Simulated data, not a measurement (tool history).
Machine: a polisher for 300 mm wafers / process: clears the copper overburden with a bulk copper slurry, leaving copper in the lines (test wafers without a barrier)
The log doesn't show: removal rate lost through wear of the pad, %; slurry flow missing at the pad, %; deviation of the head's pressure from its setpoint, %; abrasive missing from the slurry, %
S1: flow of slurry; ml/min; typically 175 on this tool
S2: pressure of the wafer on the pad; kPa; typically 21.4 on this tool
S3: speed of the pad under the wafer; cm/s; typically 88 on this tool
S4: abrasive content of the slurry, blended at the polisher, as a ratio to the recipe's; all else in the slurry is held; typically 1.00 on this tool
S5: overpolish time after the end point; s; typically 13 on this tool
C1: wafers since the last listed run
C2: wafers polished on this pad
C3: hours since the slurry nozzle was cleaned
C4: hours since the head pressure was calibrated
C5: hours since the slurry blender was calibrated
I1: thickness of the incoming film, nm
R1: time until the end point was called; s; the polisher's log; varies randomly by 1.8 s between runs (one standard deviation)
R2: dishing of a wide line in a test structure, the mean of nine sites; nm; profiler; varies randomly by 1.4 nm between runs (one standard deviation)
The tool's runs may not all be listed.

run,hour,S1,S2,S3,S4,S5,C1,C2,C3,C4,C5,I1,R1,R2
1,0.0,175,21.4,88,0.95,13,0,164,230.1,957.6,355.9,941.9,142.8,62.5
2,9.1,175,21.4,88,0.95,13,71,235,239.2,966.7,365.0,956.0,147.4,62.5
3,26.8,175,21.4,88,1.00,13,138,374,256.9,984.4,382.7,944.5,138.8,63.2
# hour 30.6: slurry nozzle cleaned
4,34.4,175,21.4,88,1.00,13,51,425,3.8,992.0,390.3,953.9,131.3,68.9
5,40.6,175,21.4,88,1.00,13,48,474,10.0,998.2,396.5,948.9,130.3,63.9
6,53.4,175,21.4,70,1.00,13,100,574,22.8,1011.0,409.3,944.3,145.7,59.1
# hour 79.5: head pressure recalibrated
7,83.3,175,21.4,70,1.00,13,218,792,52.7,3.8,439.2,953.8,156.8,58.9
8,100.4,175,15.9,78,1.20,13,133,926,69.8,20.9,456.3,960.8,193.7,50.7
9,116.0,175,21.4,88,1.00,13,122,1048,85.4,36.5,471.9,944.0,138.0,62.8
10,129.4,130,21.4,60,0.90,13,104,1153,98.8,49.9,485.3,961.0,189.4,52.2
11,137.6,175,21.4,88,1.00,13,64,1217,107.0,58.1,493.5,928.1,134.2,64.8
# hour 152.1: worn pad replaced by a new one
12,152.6,135,28.3,116,1.00,17,86,3,122.0,73.1,508.5,947.1,92.7,98.7
13,164.9,175,21.4,88,1.00,13,96,100,134.3,85.4,520.8,932.5,136.1,62.8
# hour 167.8: slurry blender recalibrated
14,171.9,145,25.5,88,0.75,17,39,139,141.3,92.4,4.1,958.9,131.9,82.5
15,184.1,175,21.4,88,0.85,13,95,234,153.5,104.6,16.3,939.0,143.8,63.6
16,197.1,130,21.4,88,1.00,13,101,336,166.5,117.6,29.3,943.2,152.2,61.6
17,207.5,120,21.4,98,1.15,13,81,417,176.9,128.0,39.7,967.7,142.8,63.1
18,224.3,145,21.4,88,1.00,13,131,549,193.7,144.8,56.5,962.2,151.9,63.0
19,231.0,175,21.4,116,1.00,13,52,601,200.4,151.5,63.2,944.1,116.9,71.2
20,243.2,135,21.4,88,1.00,7,95,696,212.6,163.7,75.4,945.9,150.7,36.4
# hour 253.7: slurry nozzle cleaned
21,260.7,225,21.4,88,1.30,13,129,825,7.0,181.2,92.9,953.4,119.8,73.2
22,267.9,175,21.4,88,1.15,13,56,882,14.2,188.4,100.1,941.3,126.3,68.3
23,284.9,175,21.4,76,0.85,13,132,1015,31.2,205.4,117.1,949.0,153.3,59.9
# hour 299.3: worn pad replaced by a new one
24,299.8,175,14.5,88,1.00,13,85,3,46.1,220.3,132.0,953.0,198.7,46.9
25,306.1,140,21.4,88,0.85,13,49,52,52.4,226.6,138.3,966.3,151.3,58.4
26,321.9,175,21.4,88,1.00,13,123,176,68.2,242.4,154.1,945.8,137.3,62.0
27,328.2,205,24.8,88,0.80,9,49,225,74.5,248.7,160.4,945.4,121.4,54.1
28,342.2,175,25.5,88,0.75,13,109,335,88.5,262.7,174.4,947.8,122.3,70.9

Run by run, hidden condition taken away, random variation retained:
run,R1,R2
1,131.1,66.4
2,135.2,66.4
3,127.1,67.2
4,130.4,69.2
5,128.8,64.4
6,142.8,59.9
7,150.8,60.6
8,184.6,52.5
9,130.5,65.3
10,175.1,55.4
11,125.8,67.7
12,85.0,103.2
13,126.3,66.1
14,120.7,87.1
15,132.8,67.3
16,136.9,66.4
17,127.2,68.3
18,137.0,67.7
19,106.9,75.4
20,134.6,40.0
21,118.5,73.8
22,123.9,69.2
23,148.5,61.2
24,190.7,48.4
25,143.3,60.7
26,130.0,64.4
27,115.4,56.2
28,114.6,74.2
